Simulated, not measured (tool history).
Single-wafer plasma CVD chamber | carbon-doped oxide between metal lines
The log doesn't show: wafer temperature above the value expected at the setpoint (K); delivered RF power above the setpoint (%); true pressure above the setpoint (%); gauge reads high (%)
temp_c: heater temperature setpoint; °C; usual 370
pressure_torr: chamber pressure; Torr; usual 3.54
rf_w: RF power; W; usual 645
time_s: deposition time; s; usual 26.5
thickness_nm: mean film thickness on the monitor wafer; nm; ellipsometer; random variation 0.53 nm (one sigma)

run     day  temp_c  pressure_torr  rf_w  time_s  wafers since the last listed run  hours since the last thermocouple change  hours since the last RF generator calibration  hours since the last manometer calibration  hours since the showerhead was replaced  hours since the gauge calibration  read-back reference wafer on the same gauge, thickness_nm  thickness_nm
  1       0     370           3.54   645    26.5                                 0                                    1551.9                                         1555.2                                      1350.8                                     8139                              278.7                                                    149.097       129.295
  2   0.929     370           3.54   645    26.5                               812                                    1574.2                                         1577.5                                      1373.1                                   8161.3                                301                                                    149.155       129.452
  3   1.979     370           3.54   645    26.5                               918                                    1599.4                                         1602.7                                      1398.3                                   8186.5                              326.2                                                    148.982       128.771
  4   3.083     370           3.54   645    26.5                               965                                    1625.9                                         1629.2                                      1424.8                                     8213                              352.7                                                    149.022        128.74
  5   3.838     370           3.54   645    26.5                               659                                      1644                                         1647.3                                      1442.9                                   8231.1                              370.8                                                    149.111       127.887
  6   4.875     370           3.83   645    26.5                               907                                    1668.9                                         1672.2                                      1467.8                                     8256                              395.7                                                    149.118       130.523
  7    6.35     370           3.83   645    26.5                              1290                                    1704.3                                         1707.6                                      1503.2                                   8291.4                              431.1                                                    148.902       129.054
  8   7.625     370           3.54   645    26.5                              1115                                    1734.9                                         1738.2                                      1533.8                                     8322                              461.7                                                    149.056       129.274
  9   8.808     370           3.54   645    26.5                              1035                                    1763.3                                         1766.6                                      1562.2                                   8350.4                              490.1                                                    148.876       128.179
      9.325  -- gauge calibrated
     10.192  -- capacitance manometer re-zeroed and calibrated
 10  10.212     370           3.54   645    26.5                               936                                      1797                                         1800.3                                         0.5                                   8384.1                               21.3                                                    148.916       127.967
     10.838  -- RF generator calibrated
 11  11.217     370           2.83   525    26.5                               586                                    1821.1                                            9.1                                        24.6                                   8408.2                               45.4                                                    149.025       114.307
 12  11.825     381           3.23   615    28.6                               532                                    1835.7                                           23.7                                        39.2                                   8422.8                                 60                                                    149.016        137.21
 13  12.954     375           3.54   690    29.9                               987                                    1862.8                                           50.8                                        66.3                                   8449.9                               87.1                                                    149.124       159.907

Run 14 comes next. What will it give?
     13.775  -- showerhead replaced
 14  13.825     370           3.22   645    24.1                               470                                    1883.7                                           71.7                                        87.2                                      1.2                                108                                                          ?             ?

Run 14 gave read-back reference wafer on the same gauge, thickness_nm 148.903, thickness_nm 123.389 nm.
Without the tool's hidden state the same run would have given thickness_nm 124.433 nm.
